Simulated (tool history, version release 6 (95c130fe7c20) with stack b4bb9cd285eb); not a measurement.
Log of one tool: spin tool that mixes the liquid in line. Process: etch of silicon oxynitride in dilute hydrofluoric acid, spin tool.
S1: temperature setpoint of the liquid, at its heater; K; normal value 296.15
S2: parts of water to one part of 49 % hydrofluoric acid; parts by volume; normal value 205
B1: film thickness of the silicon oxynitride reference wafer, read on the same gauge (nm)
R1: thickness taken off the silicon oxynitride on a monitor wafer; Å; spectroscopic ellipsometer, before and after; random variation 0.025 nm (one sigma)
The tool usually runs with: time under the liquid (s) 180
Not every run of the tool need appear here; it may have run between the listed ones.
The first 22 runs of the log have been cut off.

-- hour=315.9 gauge calibrated
run 23 hour=326.4 | S1=293.15 S2=115 time_under_the_liquid_(s)=85 | B1=59.964 | R1=30.51
run 24 hour=334.9 | S1=293.65 S2=205 time_under_the_liquid_(s)=180 | B1=59.998 | R1=34.8
run 25 hour=349.1 | S1=299.65 S2=135 time_under_the_liquid_(s)=180 | B1=60 | R1=74.44
run 26 hour=360.3 | S1=292.65 S2=240 time_under_the_liquid_(s)=110 | B1=59.965 | R1=17.14
run 27 hour=366.4 | S1=292.15 S2=170 time_under_the_liquid_(s)=105 | B1=59.972 | R1=23.5
run 28 hour=383.2 | S1=296.15 S2=205 time_under_the_liquid_(s)=180 | B1=60.027 | R1=38.61
run 29 hour=391.6 | S1=296.15 S2=205 time_under_the_liquid_(s)=180 | B1=60.011 | R1=39.36
run 30 hour=401.3 | S1=293.65 S2=295 time_under_the_liquid_(s)=265 | B1=59.998 | R1=34.15
run 31 hour=416.9 | S1=296.15 S2=205 time_under_the_liquid_(s)=75 | B1=59.956 | R1=16.43
run 32 hour=428.2 | S1=299.65 S2=135 time_under_the_liquid_(s)=180 | B1=60.003 | R1=73.25
run 33 hour=442.2 | S1=300.65 S2=235 time_under_the_liquid_(s)=150 | B1=59.976 | R1=33.94
run 34 hour=458 | S1=300.15 S2=205 time_under_the_liquid_(s)=125 | B1=60.05 | R1=32.24

Forecast each of these 3 alternatives for the next run:
run A hour=458.5 | S1=296.15 S2=205 time_under_the_liquid_(s)=180 | B1=? | R1=?
run B hour=458.5 | S1=293.65 S2=205 time_under_the_liquid_(s)=75 | B1=? | R1=?
run C hour=458.5 | S1=300.15 S2=275 time_under_the_liquid_(s)=215 | B1=? | R1=?

run=A B1=59.987 R1=39.25
run=B B1=59.987 R1=14.59
run=C B1=59.987 R1=39.48
Stripped of hidden state, with their random variation kept, the same runs would have yielded:
run=A R1=39.81
run=B R1=14.8
run=C R1=39.99

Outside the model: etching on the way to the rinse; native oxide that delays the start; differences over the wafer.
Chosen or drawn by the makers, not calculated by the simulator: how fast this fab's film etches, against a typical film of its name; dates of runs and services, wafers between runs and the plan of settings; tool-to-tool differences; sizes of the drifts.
